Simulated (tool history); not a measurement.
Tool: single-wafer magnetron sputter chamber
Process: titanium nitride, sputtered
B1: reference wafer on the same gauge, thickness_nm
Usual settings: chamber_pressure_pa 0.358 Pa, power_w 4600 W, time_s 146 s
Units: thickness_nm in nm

Run 1, hour 0.0: usual settings; B1 106.046. Result: thickness_nm 126.931 nm.
Run 2, hour 72.4: usual settings; B1 106.001. Result: thickness_nm 125.896 nm.
Run 3, hour 133.4: usual settings; B1 106.041. Result: thickness_nm 126.375 nm.
Run 4, hour 193.8: usual settings; B1 106.001. Result: thickness_nm 126.238 nm.
Run 5, hour 293.3: usual settings; B1 105.963. Result: thickness_nm 125.946 nm.
At hour 338.9: sputter target and shields replaced.
Run 6, hour 339.4: usual settings; B1 106.049. Result: thickness_nm 129.213 nm.
Run 7, hour 401.0: usual settings; B1 106.015. Result: thickness_nm 128.523 nm.
Run 8, hour 493.7: usual settings; B1 106.018. Result: thickness_nm 127.776 nm.
At hour 572.4: capacitance manometer re-zeroed and calibrated.
At hour 684.0: magnet pack replaced.
Run 9, hour 715.4: usual settings but time_s 135 s; B1 105.907. Result: thickness_nm 115.336 nm.
Run 10, hour 789.3: usual settings but chamber_pressure_pa 0.420 Pa, power_w 4150 W, time_s 154 s; B1 105.876. Result: thickness_nm 120.397 nm.
At hour 818.6: sputter target and shields replaced.
At hour 845.3: gauge calibrated.
Run 11, hour 885.8: usual settings but chamber_pressure_pa 0.490 Pa, power_w 5400 W; B1 105.935. Result: thickness_nm 138.573 nm.
Run 12, hour 971.5: usual settings; B1 106.024. Result: thickness_nm 126.479 nm.
Run 13, hour 1030.8: usual settings but chamber_pressure_pa 0.497 Pa, power_w 5250 W, time_s 124 s; B1 105.965. Result: thickness_nm 114.367 nm.
Run 14, hour 1137.1: usual settings but chamber_pressure_pa 0.302 Pa; B1 106.037. Result: thickness_nm 127.555 nm.
At hour 1360.9: sputter target and shields replaced.
Run 15, hour 1431.0: usual settings but chamber_pressure_pa 0.417 Pa, power_w 3700 W, time_s 118 s; B1 106.032. Result: thickness_nm 87.418 nm.
Run 16, hour 1525.6: usual settings; B1 105.995. Result: thickness_nm 126.452 nm.
Run 17, hour 1837.9: usual settings but time_s 135 s; B1 106.037. Result: thickness_nm 115.972 nm.

Forecast each of these 5 alternatives for the next run:
Run A, hour 1838.3: usual settings; B1 ?. Result: thickness_nm ?.
Run B, hour 1838.3: usual settings but power_w 5300 W; B1 ?. Result: thickness_nm ?.
Run C, hour 1838.3: usual settings but chamber_pressure_pa 0.434 Pa, time_s 165 s; B1 ?. Result: thickness_nm ?.
Run D, hour 1838.3: usual settings but chamber_pressure_pa 0.501 Pa; B1 ?. Result: thickness_nm ?.
Run E, hour 1838.3: usual settings but chamber_pressure_pa 0.437 Pa, power_w 5500 W, time_s 167 s; B1 ?. Result: thickness_nm ?.

run       B1  thickness_nm
  A  106.036       125.996
  B  106.036       139.769
  C  106.036       139.968
  D  106.036       122.001
  E  106.036       161.466
Without the tool's hidden state the same runs would have given:
run  thickness_nm
  A       128.703
  B       142.772
  C       142.864
  D       124.441
  E       164.802
